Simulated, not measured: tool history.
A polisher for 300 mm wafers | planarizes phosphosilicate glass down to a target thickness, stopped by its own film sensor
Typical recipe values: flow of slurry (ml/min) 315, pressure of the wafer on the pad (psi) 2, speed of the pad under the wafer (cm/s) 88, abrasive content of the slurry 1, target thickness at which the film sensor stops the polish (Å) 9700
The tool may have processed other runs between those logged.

run,hour,flow of slurry (ml/min),pressure of the wafer on the pad (psi),speed of the pad under the wafer (cm/s),abrasive content of the slurry,target thickness at which the film sensor stops the polish (Å),wafers since the last listed run,wafers polished on this pad,hours since the slurry nozzle was cleaned,hours since the head pressure was calibrated,hours since the slurry blender was calibrated,hours since the conditioning disc was replaced,"incoming thickness of the incoming film, nm",time until the film sensor stopped the polish (s)
1,0,315,2,72,1,9700,0,1100,488.7,244,275.9,340.5,1491.1,140.9
# hour 11.3: worn pad replaced by a new one
2,13.7,315,2,72,1,9700,108,26,502.4,257.7,289.6,354.2,1513.1,148.7
3,24.7,315,2,72,1,9700,123,149,513.4,268.7,300.6,365.2,1510.3,150.6
4,36.2,315,2,88,1,9700,128,278,524.9,280.2,312.1,376.7,1517.1,126.4
5,51,315,2,88,1,9700,165,443,539.7,295,326.9,391.5,1476.8,118.2
6,62.9,315,2,88,1,9700,133,576,551.6,306.9,338.8,403.4,1507.1,125.4
7,80,245,2,60,1,8000,191,768,568.7,324,355.9,420.5,1490.9,225.4
# hour 88.7: head pressure recalibrated
8,97,315,2,88,1,9700,167,935,585.7,8.3,372.9,437.5,1477.4,124.2
9,111.2,355,2,88,1,9700,158,1094,599.9,22.5,387.1,451.7,1494.6,123.6
10,123.5,405,2,80,1,8110,137,1232,612.2,34.8,399.4,464,1497.8,171.1
# hour 129.2: worn pad replaced by a new one
11,132.8,315,2,88,1,9700,59,40,621.5,44.1,408.7,473.3,1496.3,123.5
12,146.5,315,2.5,88,0.7,9700,153,193,635.2,57.8,422.4,487,1491,123.7
13,198.5,315,2,88,1,9700,581,775,687.2,109.8,474.4,539,1510.4,129.5
# hour 201.8: conditioning disc replaced and pad reconditioned
# hour 213.4: slurry blender recalibrated
14,213.9,415,2,110,0.8,9700,127,903,702.6,125.2,0.5,12.1,1515.8,94.9
15,227.4,315,2,70,0.75,8970,151,1054,716.1,138.7,14,25.6,1524.6,171.6
# hour 237.4: worn pad replaced by a new one
16,243.2,315,2.6,72,1,9700,132,65,731.9,154.5,29.8,41.4,1481.5,91.4
# hour 250.6: slurry nozzle cleaned
17,259.5,315,2.4,102,1,8580,171,236,8.9,170.8,46.1,57.7,1493.7,98.3
18,277,315,2.6,112,1.2,9180,195,432,26.4,188.3,63.6,75.2,1508.4,70.3
19,288.5,215,2,66,1.2,8930,128,560,37.9,199.8,75.1,86.7,1510.8,158.8
20,297.2,315,2,88,1,9700,97,657,46.6,208.5,83.8,95.4,1509,114
21,310.6,315,2,78,1,10170,149,807,60,221.9,97.2,108.8,1475.3,106
22,322.5,315,2.3,88,1,9700,133,941,71.9,233.8,109.1,120.7,1499.2,98.2
# hour 337.2: worn pad replaced by a new one
23,337.7,315,2,70,0.75,8970,125,6,87.1,249,124.3,135.9,1488.5,174.7
24,347.4,315,2,88,1,9700,108,114,96.8,258.7,134,145.6,1513.8,117.7
25,362.1,315,2,88,1,11510,164,279,111.5,273.4,148.7,160.3,1497.1,74.9
26,374.2,315,2,88,1.25,9700,135,414,123.6,285.5,160.8,172.4,1506,105.6

Exercise: give the hidden state of the tool at every run:
removal rate lost through wear of the pad, %: 0, the same for each run
slurry flow missing at the pad, %: 0, the same for each run
deviation of the head's pressure from its setpoint, %: 0, the same for each run
time polished since the conditioner stopped cutting, s: 0, the same for each run
H1: abrasive missing from the slurry, %
run,H1
1,33.6
2,34.2
3,34.6
4,35
5,35.4
6,35.8
7,36.2
8,36.6
9,36.9
10,37.1
11,37.3
12,37.5
13,38.2
14,1.55
15,4.56
16,7.77
17,10.8
18,13.6
19,15.4
20,16.6
21,18.4
22,19.8
23,21.5
24,22.5
25,23.9
26,25
